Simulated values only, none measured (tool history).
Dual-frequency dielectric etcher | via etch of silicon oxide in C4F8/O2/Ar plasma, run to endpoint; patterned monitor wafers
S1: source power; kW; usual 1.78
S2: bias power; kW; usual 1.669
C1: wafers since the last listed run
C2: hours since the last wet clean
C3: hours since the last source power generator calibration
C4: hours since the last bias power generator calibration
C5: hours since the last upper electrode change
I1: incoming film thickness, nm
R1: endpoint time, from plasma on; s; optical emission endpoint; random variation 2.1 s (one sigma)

run,hour,S1,S2,C1,C2,C3,C4,C5,I1,R1
1,0,1.53,1.669,0,195.9,2772.5,2640,4283.7,1519.4,364
2,15.2,1.53,1.669,56,211.1,2787.7,2655.2,4298.9,1518.6,362.3
3,46.1,1.78,1.342,114,242,2818.6,2686.1,4329.8,1526.7,377.2
4,59.3,1.78,1.342,49,255.2,2831.8,2699.3,4343,1522,371.8
5,73.6,1.78,1.669,53,269.5,2846.1,2713.6,4357.3,1520.1,342
6,103.4,1.78,1.566,110,299.3,2875.9,2743.4,4387.1,1540.7,358.8
7,131.5,1.78,1.566,104,327.4,2904,2771.5,4415.2,1511.9,351.8
8,150.4,1.78,1.669,70,346.3,2922.9,2790.4,4434.1,1523.9,348.1
9,169.2,1.78,1.409,69,365.1,2941.7,2809.2,4452.9,1515.3,368.6
10,185.8,1.78,1.669,61,381.7,2958.3,2825.8,4469.5,1515.8,346.3
11,207.5,1.78,1.558,80,403.4,2980,2847.5,4491.2,1521.6,355.8
12,230.7,1.78,1.558,86,426.6,3003.2,2870.7,4514.4,1527.8,357.7
13,246.4,1.88,1.758,58,442.3,3018.9,2886.4,4530.1,1515.1,333.4
14,265.6,1.88,1.758,71,461.5,3038.1,2905.6,4549.3,1518.1,334
15,287.4,1.54,1.378,81,483.3,3059.9,2927.4,4571.1,1526.1,397.8
# hour 337.2: wet clean of the chamber
16,337.7,1.78,1.669,97,0.5,3110.2,2977.7,4621.4,1522,338.1
17,343,1.51,1.79,19,5.8,3115.5,2983,4626.7,1515.3,348.6
18,356.2,1.78,1.409,49,19,3128.7,2996.2,4639.9,1524.9,358.2
19,382.7,1.78,1.669,98,45.5,3155.2,3022.7,4666.4,1513.8,339.4
# hour 390.5: bias power generator calibrated
20,406.5,1.97,1.796,73,69.3,3179,16,4690.2,1517.3,311.8
21,436.4,1.37,1.885,111,99.2,3208.9,45.9,4720.1,1514.2,356.2
22,451.2,2.18,1.286,55,114,3223.7,60.7,4734.9,1512.5,341.1
# hour 465.8: source power generator calibrated
23,466.3,1.78,1.407,41,129.1,0.5,75.8,4750,1523.2,359.5
24,504.5,1.78,2.041,142,167.3,38.7,114,4788.2,1533.1,316.9
# hour 582.2: upper electrode replaced
25,611.2,1.39,1.844,307,274,145.4,220.7,29,1517.8,363.1
26,640,1.78,1.824,107,302.8,174.2,249.5,57.8,1513.7,329.3
27,706.3,1.78,1.503,246,369.1,240.5,315.8,124.1,1528.2,360.5
28,728.3,1.98,1.547,81,391.1,262.5,337.8,146.1,1529.4,339.8
29,754.1,1.78,1.461,95,416.9,288.3,363.6,171.9,1537.4,370.2

Forecast each of these 4 alternatives for the next run:
A,754.6,1.78,1.669,1,417.4,288.8,364.1,172.4,1518.7,?
B,754.6,1.93,1.402,1,417.4,288.8,364.1,172.4,1518.7,?
C,754.6,1.4,1.669,1,417.4,288.8,364.1,172.4,1518.7,?
D,754.6,1.39,1.278,1,417.4,288.8,364.1,172.4,1518.7,?

run,R1
A,347.3
B,358.5
C,380.5
D,421
Without the tool's hidden state the same runs would have given:
run,R1
A,340.1
B,351
C,372.6
D,412.3
